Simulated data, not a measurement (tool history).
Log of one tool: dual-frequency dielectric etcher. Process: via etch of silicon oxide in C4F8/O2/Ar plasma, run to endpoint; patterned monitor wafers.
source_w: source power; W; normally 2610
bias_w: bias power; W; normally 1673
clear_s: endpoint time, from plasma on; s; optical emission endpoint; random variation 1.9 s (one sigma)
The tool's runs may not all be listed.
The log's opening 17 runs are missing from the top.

run    hour  source_w  bias_w  incoming incoming film thickness, nm  clear_s
 18  1665.4      2840    1334                                1615.4    306.9
 19  1759.1      2610    2062                                1605.8    258.4
 20  1824.5      2900    1446                                1616.7    291.7
 21  1930.7      2010    1266                                1613.1    334.2
     1988.9  -- wet clean of the chamber
 22  1989.4      2310    1474                                1591.5    311.1
 23  2047.5      2610    1673                                1610.6    290.2
     2115.5  -- source power generator calibrated
 24  2152.7      1970    1438                                1608.6    327.5
 25  2204.6      3200    1989                                1614.3    252.0
 26  2259.3      2610    1673                                1617.1    285.7
 27  2365.0      2130    1367                                1606.8    324.3
 28  2471.4      2080    1926                                1607.4    278.0
 29  2525.7      2610    1673                                1616.0    279.0
 30  2613.5      2100    1519                                1598.2    303.4
     2653.1  -- wet clean of the chamber
 31  2678.2      2980    1561                                1623.6    292.9
 32  2725.6      2610    1673                                1610.9    290.7
 33  2800.8      3070    1861                                1613.7    266.7
 34  2847.6      2150    1916                                1626.0    285.2

Each row is a separate what-if for the run after 34, all from the same tool condition, not one after another. Results?
  A  2848.1      1980    1673                                1615.7        ?
  B  2848.1      2080    1951                                1615.7        ?
  C  2848.1      2010    1997                                1615.7        ?
  D  2848.1      2320    1942                                1615.7        ?
  E  2848.1      2320    1290                                1615.7        ?

run  clear_s
  A    307.8
  B    285.0
  C    284.4
  D    278.3
  E    333.2
With the hidden condition removed and each run's random variation left untouched, the same runs would have given:
run  clear_s
  A    312.6
  B    289.4
  C    288.8
  D    282.6
  E    338.3

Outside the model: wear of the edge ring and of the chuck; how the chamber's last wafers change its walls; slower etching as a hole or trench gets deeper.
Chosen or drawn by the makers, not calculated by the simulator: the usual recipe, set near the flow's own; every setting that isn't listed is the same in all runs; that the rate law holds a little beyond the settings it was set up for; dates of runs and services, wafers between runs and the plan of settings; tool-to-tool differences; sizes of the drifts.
